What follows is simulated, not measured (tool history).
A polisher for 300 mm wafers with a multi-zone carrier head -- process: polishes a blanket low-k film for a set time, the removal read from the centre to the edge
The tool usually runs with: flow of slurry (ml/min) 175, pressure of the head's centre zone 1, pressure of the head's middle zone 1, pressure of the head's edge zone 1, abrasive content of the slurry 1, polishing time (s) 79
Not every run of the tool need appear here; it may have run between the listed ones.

run,day,flow of slurry (ml/min),pressure of the head's centre zone,pressure of the head's middle zone,pressure of the head's edge zone,abrasive content of the slurry,polishing time (s),"incoming thickness of the incoming film, nm",film removed at the wafer's centre (nm),film removed at mid-radius (nm),film removed at the wafer's edge (nm)
1,0,175,1,1,1,1,79,325.2,41.8,42.4,40
2,3.712,175,1,1,1,1,79,315.1,41.5,40.8,40.1
# day 7.046: worn pad replaced by a new one
3,7.879,175,1,1,1,1,79,316.8,42.2,42,41.1
4,9.567,175,1,1,1,1,79,318.6,41.7,41.8,41
5,13.429,175,1,1,1,1,79,314.5,41.7,41.8,39.6
6,15.158,135,1,1,1,1,79,316.4,38.7,39.6,38.3
7,16.992,145,1,1,1,0.85,79,317.3,35.8,35.7,35
# day 17.538: slurry nozzle cleaned
8,18.896,145,1,1,1,0.85,79,320.7,35.6,35.6,35
# day 19.662: worn pad replaced by a new one
9,20.996,145,1,1,1,0.85,79,316.8,33,33.5,32.7
10,22.946,175,1,1,0.94,1,79,322.4,37.8,37,35.8
11,27.25,175,1,1,1,1.15,79,324.1,38.7,38.1,36.7
# day 27.788: edge zone pressure recalibrated
12,31.717,145,1,1,1,0.85,79,324.1,30.6,30.9,30.7
# day 32.812: worn pad replaced by a new one, repeated, since the last time left the tool worse
# day 33.429: carrier head's membrane replaced by a new one
13,34.142,175,1.1,1,1,1,79,319.1,46.3,41.9,41.7
# day 34.696: centre zone pressure recalibrated
14,36.083,175,1,1,0.97,1,79,322.5,41.6,41.3,40.1
15,38.329,175,1.08,1,1,1.15,79,317.7,47.9,44,43
16,42.638,140,1,1,1,1,79,316.7,38.6,39.1,37.9
# day 43.112: worn pad replaced by a new one
17,44.158,175,0.93,1,1,1,62,321.3,31.1,33.6,32.7
18,47.904,175,1,1,0.94,1.3,79,317,47.3,46.6,44.4
19,49.925,175,1,1,1,1,79,318.6,41.3,40.4,38.8
# day 50.15: slurry nozzle cleaned
20,54.812,175,1,1,1,0.75,69,321.8,30.1,29.5,29
# day 55.404: worn pad replaced by a new one
21,56.629,175,1,1,1,1,79,322.5,42.3,42.8,41.1

Below are 3 alternative next runs, each starting from the tool's condition after run 21. Predict each:
A,56.646,175,1,1,1,1,79,318.6,?,?,?
B,56.646,175,1.07,0.95,1,1.2,79,318.6,?,?,?
C,56.646,220,1,1.12,1.05,1,79,318.6,?,?,?

run,film removed at the wafer's centre (nm),film removed at mid-radius (nm),film removed at the wafer's edge (nm)
A,42.7,42.1,40.3
B,49.7,43.9,43.8
C,44.5,48,42.1
The same runs, with their run-to-run variation unchanged, on a tool lacking any hidden condition would have given:
run,film removed at the wafer's centre (nm),film removed at mid-radius (nm),film removed at the wafer's edge (nm)
A,43.1,42.4,40.6
B,50.1,44.2,44.2
C,44.8,48.4,42.4
